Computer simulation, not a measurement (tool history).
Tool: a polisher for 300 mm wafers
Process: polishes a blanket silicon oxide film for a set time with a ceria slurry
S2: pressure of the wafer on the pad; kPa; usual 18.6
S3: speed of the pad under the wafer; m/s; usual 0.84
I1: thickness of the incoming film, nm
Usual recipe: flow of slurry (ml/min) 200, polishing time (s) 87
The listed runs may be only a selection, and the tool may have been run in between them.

run 1 hour=0 | flow_of_slurry_(ml/min)=200 S2=16.5 S3=0.84 polishing_time_(s)=87 | I1=904.8 | film_removed_(angstrom)=2730
run 2 hour=68.7 | flow_of_slurry_(ml/min)=200 S2=16.5 S3=0.84 polishing_time_(s)=87 | I1=931.6 | film_removed_(angstrom)=2907
run 3 hour=156.5 | flow_of_slurry_(ml/min)=200 S2=16.5 S3=0.84 polishing_time_(s)=87 | I1=920 | film_removed_(angstrom)=2903
run 4 hour=225.9 | flow_of_slurry_(ml/min)=200 S2=18.6 S3=0.84 polishing_time_(s)=67 | I1=919 | film_removed_(angstrom)=2290
run 5 hour=301.7 | flow_of_slurry_(ml/min)=200 S2=18.6 S3=0.84 polishing_time_(s)=67 | I1=925.1 | film_removed_(angstrom)=2262
run 6 hour=342.3 | flow_of_slurry_(ml/min)=200 S2=18.6 S3=0.84 polishing_time_(s)=87 | I1=918.1 | film_removed_(angstrom)=3005
run 7 hour=399.1 | flow_of_slurry_(ml/min)=200 S2=14.5 S3=0.84 polishing_time_(s)=87 | I1=934.1 | film_removed_(angstrom)=2431
run 8 hour=461.7 | flow_of_slurry_(ml/min)=200 S2=14.5 S3=0.84 polishing_time_(s)=87 | I1=925.5 | film_removed_(angstrom)=2431
run 9 hour=614.6 | flow_of_slurry_(ml/min)=200 S2=14.5 S3=0.84 polishing_time_(s)=87 | I1=923.1 | film_removed_(angstrom)=2596
run 10 hour=680.9 | flow_of_slurry_(ml/min)=200 S2=18.6 S3=0.84 polishing_time_(s)=87 | I1=917.4 | film_removed_(angstrom)=3122
run 11 hour=749.1 | flow_of_slurry_(ml/min)=200 S2=18.6 S3=0.84 polishing_time_(s)=87 | I1=932.5 | film_removed_(angstrom)=3210
run 12 hour=791.4 | flow_of_slurry_(ml/min)=200 S2=18.6 S3=0.84 polishing_time_(s)=87 | I1=909.4 | film_removed_(angstrom)=3127
run 13 hour=877.8 | flow_of_slurry_(ml/min)=200 S2=18.6 S3=0.84 polishing_time_(s)=87 | I1=925.3 | film_removed_(angstrom)=3083
run 14 hour=926.3 | flow_of_slurry_(ml/min)=200 S2=18.6 S3=0.84 polishing_time_(s)=107 | I1=913.2 | film_removed_(angstrom)=3766
run 15 hour=1004.5 | flow_of_slurry_(ml/min)=200 S2=18.6 S3=0.84 polishing_time_(s)=87 | I1=924 | film_removed_(angstrom)=3209
run 16 hour=1097.6 | flow_of_slurry_(ml/min)=200 S2=18.6 S3=0.84 polishing_time_(s)=87 | I1=920.6 | film_removed_(angstrom)=3252
run 17 hour=1201.2 | flow_of_slurry_(ml/min)=200 S2=18.6 S3=0.84 polishing_time_(s)=87 | I1=923.1 | film_removed_(angstrom)=3160
run 18 hour=1254.9 | flow_of_slurry_(ml/min)=200 S2=18.6 S3=0.84 polishing_time_(s)=87 | I1=918.5 | film_removed_(angstrom)=3148
run 19 hour=1305.5 | flow_of_slurry_(ml/min)=200 S2=18.6 S3=0.84 polishing_time_(s)=87 | I1=935 | film_removed_(angstrom)=3180
run 20 hour=1351.3 | flow_of_slurry_(ml/min)=200 S2=18.6 S3=0.84 polishing_time_(s)=87 | I1=912.7 | film_removed_(angstrom)=3103
run 21 hour=1395.5 | flow_of_slurry_(ml/min)=255 S2=18.6 S3=0.84 polishing_time_(s)=87 | I1=920 | film_removed_(angstrom)=3264
run 22 hour=1494.5 | flow_of_slurry_(ml/min)=150 S2=21.4 S3=1.02 polishing_time_(s)=102 | I1=927.5 | film_removed_(angstrom)=4210
run 23 hour=1566.1 | flow_of_slurry_(ml/min)=200 S2=18.6 S3=0.94 polishing_time_(s)=70 | I1=911.8 | film_removed_(angstrom)=2743
run 24 hour=1637.9 | flow_of_slurry_(ml/min)=200 S2=18.6 S3=0.62 polishing_time_(s)=87 | I1=921.3 | film_removed_(angstrom)=2308
run 25 hour=1744.5 | flow_of_slurry_(ml/min)=250 S2=18.6 S3=0.84 polishing_time_(s)=87 | I1=939.9 | film_removed_(angstrom)=3183
run 26 hour=1847.6 | flow_of_slurry_(ml/min)=200 S2=18.6 S3=0.84 polishing_time_(s)=87 | I1=936.1 | film_removed_(angstrom)=3062
run 27 hour=1950.4 | flow_of_slurry_(ml/min)=200 S2=14.5 S3=0.84 polishing_time_(s)=87 | I1=904.3 | film_removed_(angstrom)=2477
run 28 hour=2056.7 | flow_of_slurry_(ml/min)=200 S2=18.6 S3=0.84 polishing_time_(s)=87 | I1=910.4 | film_removed_(angstrom)=3157
run 29 hour=2097.6 | flow_of_slurry_(ml/min)=200 S2=18.6 S3=1.08 polishing_time_(s)=65 | I1=922.6 | film_removed_(angstrom)=3042
run 30 hour=2192.6 | flow_of_slurry_(ml/min)=145 S2=20.7 S3=0.7 polishing_time_(s)=87 | I1=928.7 | film_removed_(angstrom)=2719
run 31 hour=2280.9 | flow_of_slurry_(ml/min)=245 S2=24.1 S3=0.84 polishing_time_(s)=87 | I1=918.8 | film_removed_(angstrom)=3985
run 32 hour=2342.9 | flow_of_slurry_(ml/min)=140 S2=18.6 S3=1 polishing_time_(s)=87 | I1=924.7 | film_removed_(angstrom)=3421
run 33 hour=2448.4 | flow_of_slurry_(ml/min)=265 S2=16.5 S3=0.84 polishing_time_(s)=87 | I1=928.7 | film_removed_(angstrom)=2730
run 34 hour=2543.8 | flow_of_slurry_(ml/min)=200 S2=18.6 S3=0.84 polishing_time_(s)=87 | I1=925.8 | film_removed_(angstrom)=3089

Withheld: 14 entries from between the runs. Position of each, and hidden state at the listed run before versus the listed run after:
In the gap between runs 1 and 2: slurry nozzle cleaned (hour 6.3)
  slurry flow missing at the pad, %: 31.3 -> 5.32; deviation of the head's pressure from its setpoint, %: 8.58 -> 8.78
  measured value less the no-hidden-state value, film removed (angstrom): +10 -> +171
In the gap between runs 3 and 4: worn pad replaced by a new one (hour 166.5); head pressure recalibrated (hour 186.3)
  slurry flow missing at the pad, %: 7.57 -> 10.7; deviation of the head's pressure from its setpoint, %: 8.98 -> 1.56
  measured value less the no-hidden-state value, film removed (angstrom): +166 -> -9
In the gap between runs 8 and 9: slurry nozzle cleaned (hour 473.9)
  slurry flow missing at the pad, %: 29.9 -> 3.77; deviation of the head's pressure from its setpoint, %: 5.74 -> 7.33
  measured value less the no-hidden-state value, film removed (angstrom): -34 -> +132
In the gap between runs 10 and 11: worn pad replaced by a new one (hour 688.3)
  slurry flow missing at the pad, %: 6.55 -> 10.5; deviation of the head's pressure from its setpoint, %: 7.84 -> 8.28
  measured value less the no-hidden-state value, film removed (angstrom): +158 -> +152
In the gap between runs 14 and 15: slurry nozzle cleaned (hour 1003.1)
  slurry flow missing at the pad, %: 26.1 -> 2.56; deviation of the head's pressure from its setpoint, %: 9.1 -> 9.35
  measured value less the no-hidden-state value, film removed (angstrom): +81 -> +214
In the gap between runs 17 and 18: worn pad replaced by a new one (hour 1208.7)
  slurry flow missing at the pad, %: 7.3 -> 10.2; deviation of the head's pressure from its setpoint, %: 9.79 -> 9.88
  measured value less the no-hidden-state value, film removed (angstrom): +200 -> +187
In the gap between runs 21 and 22: head pressure recalibrated (hour 1399.5)
  slurry flow missing at the pad, %: 21.1 -> 31.7; deviation of the head's pressure from its setpoint, %: 10.1 -> 2.17
  measured value less the no-hidden-state value, film removed (angstrom): +155 -> -297
In the gap between runs 22 and 23: slurry nozzle cleaned (hour 1511.4)
  slurry flow missing at the pad, %: 31.7 -> 4.6; deviation of the head's pressure from its setpoint, %: 2.17 -> 3.51
  measured value less the no-hidden-state value, film removed (angstrom): -297 -> +58
In the gap between runs 25 and 26: worn pad replaced by a new one (hour 1784.9)
  slurry flow missing at the pad, %: 10.8 -> 17.9; deviation of the head's pressure from its setpoint, %: 5.92 -> 6.86
  measured value less the no-hidden-state value, film removed (angstrom): +104 -> +72
In the gap between runs 27 and 28: slurry nozzle cleaned (hour 1954.9)
  slurry flow missing at the pad, %: 27.5 -> 3.9; deviation of the head's pressure from its setpoint, %: 7.57 -> 8.13
  measured value less the no-hidden-state value, film removed (angstrom): +16 -> +178
In the gap between runs 31 and 32: worn pad replaced by a new one (hour 2288.3)
  slurry flow missing at the pad, %: 15.5 -> 20.8; deviation of the head's pressure from its setpoint, %: 8.89 -> 9.03
  measured value less the no-hidden-state value, film removed (angstrom): +189 -> +63
In the gap between runs 32 and 33: head pressure recalibrated (hour 2441.3)
  slurry flow missing at the pad, %: 20.8 -> 32; deviation of the head's pressure from its setpoint, %: 9.03 -> 1.35
  measured value less the no-hidden-state value, film removed (angstrom): +63 -> -109
In the gap between runs 33 and 34: slurry nozzle cleaned (hour 2517.9)
  slurry flow missing at the pad, %: 32 -> 1.23; deviation of the head's pressure from its setpoint, %: 1.35 -> 3.55
  measured value less the no-hidden-state value, film removed (angstrom): -109 -> +81
